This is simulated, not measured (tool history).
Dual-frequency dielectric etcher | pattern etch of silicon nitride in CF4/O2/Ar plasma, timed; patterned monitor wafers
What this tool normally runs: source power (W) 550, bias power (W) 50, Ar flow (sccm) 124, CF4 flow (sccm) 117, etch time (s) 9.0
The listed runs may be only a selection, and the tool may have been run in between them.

| run | hour | source power (W) | bias power (W) | Ar flow (sccm) | CF4 flow (sccm) | etch time (s) | wafers since the last listed run | hours since the last wet clean | hours since the last source power generator calibration | hours since the last bias power generator calibration | hours since the last Ar flow controller change | hours since the last CF4 flow controller change | hours since the last upper electrode change | hours since the gauge calibration | read-back reference wafer on the same gauge, depth_nm | mean etch depth across the wafer (Å) |
|---|---|---|---|---|---|---|---|---|---|---|---|---|---|---|---|---|
| 1 | 0.0 | 550 | 50 | 124 | 117 | 9.0 | 0 | 411.5 | 1826.2 | 1695.2 | 3381.1 | 1911.3 | 2240.9 | 131.6 | 21.35 | 186.4 |
| 2 | 14.8 | 550 | 50 | 124 | 117 | 9.0 | 249 | 426.3 | 1841.0 | 1710.0 | 3395.9 | 1926.1 | 2255.7 | 146.4 | 21.37 | 185.8 |
| 3 | 21.1 | 550 | 50 | 124 | 117 | 9.0 | 106 | 432.6 | 1847.3 | 1716.3 | 3402.2 | 1932.4 | 2262.0 | 152.7 | 21.40 | 185.7 |
| 4 | 29.2 | 550 | 50 | 124 | 117 | 9.0 | 136 | 440.7 | 1855.4 | 1724.4 | 3410.3 | 1940.5 | 2270.1 | 160.8 | 21.40 | 186.6 |
| 5 | 37.4 | 550 | 50 | 124 | 117 | 9.0 | 138 | 448.9 | 1863.6 | 1732.6 | 3418.5 | 1948.7 | 2278.3 | 169.0 | 21.40 | 186.6 |
| 6 | 46.0 | 550 | 50 | 124 | 117 | 9.0 | 145 | 457.5 | 1872.2 | 1741.2 | 3427.1 | 1957.3 | 2286.9 | 177.6 | 21.41 | 186.1 |
| 7 | 54.7 | 550 | 50 | 124 | 117 | 9.0 | 146 | 466.2 | 1880.9 | 1749.9 | 3435.8 | 1966.0 | 2295.6 | 186.3 | 21.43 | 187.9 |
| 8 | 71.6 | 550 | 50 | 124 | 117 | 9.0 | 284 | 483.1 | 1897.8 | 1766.8 | 3452.7 | 1982.9 | 2312.5 | 203.2 | 21.41 | 187.3 |
|  | 87.1 | gauge calibrated |
|  | 98.9 | wet clean of the chamber |
| 9 | 99.4 | 550 | 50 | 124 | 117 | 9.0 | 64 | 0.5 | 1925.6 | 1794.6 | 3480.5 | 2010.7 | 2340.3 | 12.3 | 21.40 | 178.5 |
| 10 | 99.8 | 550 | 50 | 124 | 117 | 9.0 | 6 | 0.9 | 1926.0 | 1795.0 | 3480.9 | 2011.1 | 2340.7 | 12.7 | 21.40 | 178.5 |
| 11 | 105.4 | 550 | 50 | 124 | 117 | 9.0 | 94 | 6.5 | 1931.6 | 1800.6 | 3486.5 | 2016.7 | 2346.3 | 18.3 | 21.39 | 178.3 |
|  | 111.4 | source power generator calibrated |
| 12 | 120.6 | 460 | 50 | 97 | 101 | 7.5 | 188 | 21.7 | 9.2 | 1815.8 | 3501.7 | 2031.9 | 2361.5 | 33.5 | 21.39 | 126.7 |
|  | 137.9 | Ar flow controller replaced |
| 13 | 138.4 | 550 | 50 | 124 | 117 | 9.0 | 198 | 39.5 | 27.0 | 1833.6 | 0.5 | 2049.7 | 2379.3 | 51.3 | 21.37 | 179.0 |
|  | 145.0 | bias power generator calibrated |
|  | 145.5 | CF4 flow controller replaced |
|  | 171.6 | upper electrode replaced |
| 14 | 172.1 | 550 | 50 | 124 | 117 | 8.0 | 86 | 73.2 | 60.7 | 27.1 | 34.2 | 26.6 | 0.5 | 85.0 | 21.41 | 159.5 |
| 15 | 172.4 | 680 | 50 | 124 | 142 | 9.0 | 5 | 73.5 | 61.0 | 27.4 | 34.5 | 26.9 | 0.8 | 85.3 | 21.39 | 224.4 |
| 16 | 175.2 | 550 | 55 | 147 | 134 | 7.0 | 47 | 76.3 | 63.8 | 30.2 | 37.3 | 29.7 | 3.6 | 88.1 | 21.39 | 146.0 |
| 17 | 192.0 | 550 | 50 | 124 | 140 | 9.0 | 283 | 93.1 | 80.6 | 47.0 | 54.1 | 46.5 | 20.4 | 104.9 | 21.39 | 184.0 |
| 18 | 206.3 | 550 | 59 | 97 | 117 | 9.0 | 241 | 107.4 | 94.9 | 61.3 | 68.4 | 60.8 | 34.7 | 119.2 | 21.40 | 198.2 |
| 19 | 215.1 | 550 | 50 | 124 | 90 | 9.0 | 148 | 116.2 | 103.7 | 70.1 | 77.2 | 69.6 | 43.5 | 128.0 | 21.39 | 175.2 |
| 20 | 230.1 | 490 | 50 | 124 | 117 | 7.5 | 252 | 131.2 | 118.7 | 85.1 | 92.2 | 84.6 | 58.5 | 143.0 | 21.40 | 134.7 |

Forecast each of these 4 alternatives for the next run:
| A | 230.5 | 470 | 50 | 124 | 117 | 9.0 | 6 | 131.6 | 119.1 | 85.5 | 92.6 | 85.0 | 58.9 | 143.4 | ? | ? |
| B | 230.5 | 590 | 50 | 124 | 117 | 7.5 | 6 | 131.6 | 119.1 | 85.5 | 92.6 | 85.0 | 58.9 | 143.4 | ? | ? |
| C | 230.5 | 550 | 47 | 103 | 117 | 9.0 | 6 | 131.6 | 119.1 | 85.5 | 92.6 | 85.0 | 58.9 | 143.4 | ? | ? |
| D | 230.5 | 480 | 40 | 124 | 134 | 11.0 | 6 | 131.6 | 119.1 | 85.5 | 92.6 | 85.0 | 58.9 | 143.4 | ? | ? |

| run | read-back reference wafer on the same gauge, depth_nm | mean etch depth across the wafer (Å) |
|---|---|---|
| A | 21.34 | 154.6 |
| B | 21.34 | 160.1 |
| C | 21.34 | 178.8 |
| D | 21.34 | 177.6 |
Stripped of hidden state, with their random variation kept, the same runs would have yielded:
| run | mean etch depth across the wafer (Å) |
|---|---|
| A | 152.2 |
| B | 157.7 |
| C | 176.1 |
| D | 174.9 |
